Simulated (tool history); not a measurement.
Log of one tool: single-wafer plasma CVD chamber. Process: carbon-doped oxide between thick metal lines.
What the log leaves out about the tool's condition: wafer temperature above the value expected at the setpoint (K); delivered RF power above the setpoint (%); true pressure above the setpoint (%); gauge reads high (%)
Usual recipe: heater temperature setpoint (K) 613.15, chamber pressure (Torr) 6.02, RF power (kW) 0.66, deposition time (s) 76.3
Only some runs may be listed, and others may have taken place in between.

run,hour,heater temperature setpoint (K),chamber pressure (Torr),RF power (kW),deposition time (s),wafers since the last listed run,hours since the last thermocouple change,hours since the last RF generator calibration,hours since the last manometer calibration,hours since the showerhead was replaced,hours since the gauge calibration,"read-back reference wafer on the same gauge, thickness_nm",mean film thickness on the monitor wafer (Å)
1,0,613.15,6.02,0.66,76.3,0,1430.2,1975.9,371,4940.3,136.5,509.774,5063.88
2,121.6,613.15,6.02,0.66,76.3,1600,1551.8,2097.5,492.6,5061.9,258.1,509.568,5067.62
3,178.2,613.15,6.02,0.66,76.3,745,1608.4,2154.1,549.2,5118.5,314.7,510.372,5046.22
4,225.8,613.15,6.02,0.66,76.3,626,1656,2201.7,596.8,5166.1,362.3,510.114,5048.63
# hour 394.6: RF generator calibrated
5,421.4,613.15,6.02,0.66,76.3,2469,1851.6,26.8,792.4,5361.7,557.9,510.02,5220.3
# hour 465.2: showerhead replaced
6,465.7,613.15,6.02,0.66,76.3,477,1895.9,71.1,836.7,0.5,602.2,510.316,5191.86
7,511.2,613.15,6.02,0.66,76.3,599,1941.4,116.6,882.2,46,647.7,510.06,5185.66
8,539,613.15,6.02,0.66,76.3,365,1969.2,144.4,910,73.8,675.5,510.219,5202.09
9,568.8,613.15,5.47,0.66,76.3,392,1999,174.2,939.8,103.6,705.3,509.655,5129.1
10,619.5,613.15,5.47,0.66,76.3,667,2049.7,224.9,990.5,154.3,756,509.985,5163.4
11,682.7,613.15,7.13,0.66,76.3,832,2112.9,288.1,1053.7,217.5,819.2,509.732,5259.01
12,745.2,613.15,7.13,0.66,76.3,822,2175.4,350.6,1116.2,280,881.7,510.462,5241.96
13,823.7,599.15,7.35,0.705,88.4,1033,2253.9,429.1,1194.7,358.5,960.2,510.003,6482.15
14,866.9,606.15,5.02,0.785,88.1,568,2297.1,472.3,1237.9,401.7,1003.4,510.298,6513.95
15,918.2,613.15,6.02,0.66,76.3,675,2348.4,523.6,1289.2,453,1054.7,509.847,5179.68
# hour 968.6: thermocouple changed; heater temperature recalibrated
# hour 1060.8: capacitance manometer re-zeroed and calibrated
16,1067.5,618.15,7.36,0.66,84.5,1754,98.9,672.9,6.7,602.3,1204,510.079,5723.12
17,1097.2,627.15,6.02,0.66,68.5,391,128.6,702.6,36.4,632,1233.7,509.953,4459.4
18,1125.2,608.15,7.33,0.545,76.3,368,156.6,730.6,64.4,660,1261.7,509.95,4801.38
19,1154.6,626.15,6.67,0.66,76.3,387,186,760,93.8,689.4,1291.1,510.279,5041.71
20,1205.8,621.15,6.02,0.66,76.3,674,237.2,811.2,145,740.6,1342.3,510.169,5028.29
# hour 1247.2: gauge calibrated
21,1261.8,613.15,6.02,0.66,66.4,737,293.2,867.2,201,796.6,14.6,509.975,4480.32
22,1298.4,618.15,7.34,0.605,89.6,481,329.8,903.8,237.6,833.2,51.2,509.696,5775.03
23,1373.8,613.15,6.02,0.74,67.1,992,405.2,979.2,313,908.6,126.6,510.235,4770.35
24,1421.1,613.15,7.39,0.53,76.3,622,452.5,1026.5,360.3,955.9,173.9,509.956,4642.33
25,1466.8,613.15,6.02,0.66,76.3,601,498.2,1072.2,406,1001.6,219.6,510.238,5114.67
26,1524.7,613.15,6.02,0.66,76.3,762,556.1,1130.1,463.9,1059.5,277.5,509.909,5135.88
27,1594.8,613.15,5.49,0.66,67.2,922,626.2,1200.2,534,1129.6,347.6,510.041,4494.7
28,1677.6,613.15,6.02,0.575,91,1090,709,1283,616.8,1212.4,430.4,509.928,5622.85
29,1781.4,613.15,6.02,0.66,76.3,1366,812.8,1386.8,720.6,1316.2,534.2,510.068,5100.14

Predict each of these 3 candidate next runs independently; none follows another, all start after run 29:
A,1781.8,613.15,6.02,0.66,69.6,5,813.2,1387.2,721,1316.6,534.6,?,?
B,1781.8,627.15,6.02,0.66,61.7,5,813.2,1387.2,721,1316.6,534.6,?,?
C,1781.8,598.15,6.02,0.76,76.3,5,813.2,1387.2,721,1316.6,534.6,?,?

run,"read-back reference wafer on the same gauge, thickness_nm",mean film thickness on the monitor wafer (Å)
A,509.848,4683.29
B,509.848,4022.11
C,509.848,5757.29
Without the tool's unlogged condition, the same runs would have read:
run,mean film thickness on the monitor wafer (Å)
A,4763.12
B,4090.67
C,5854.09
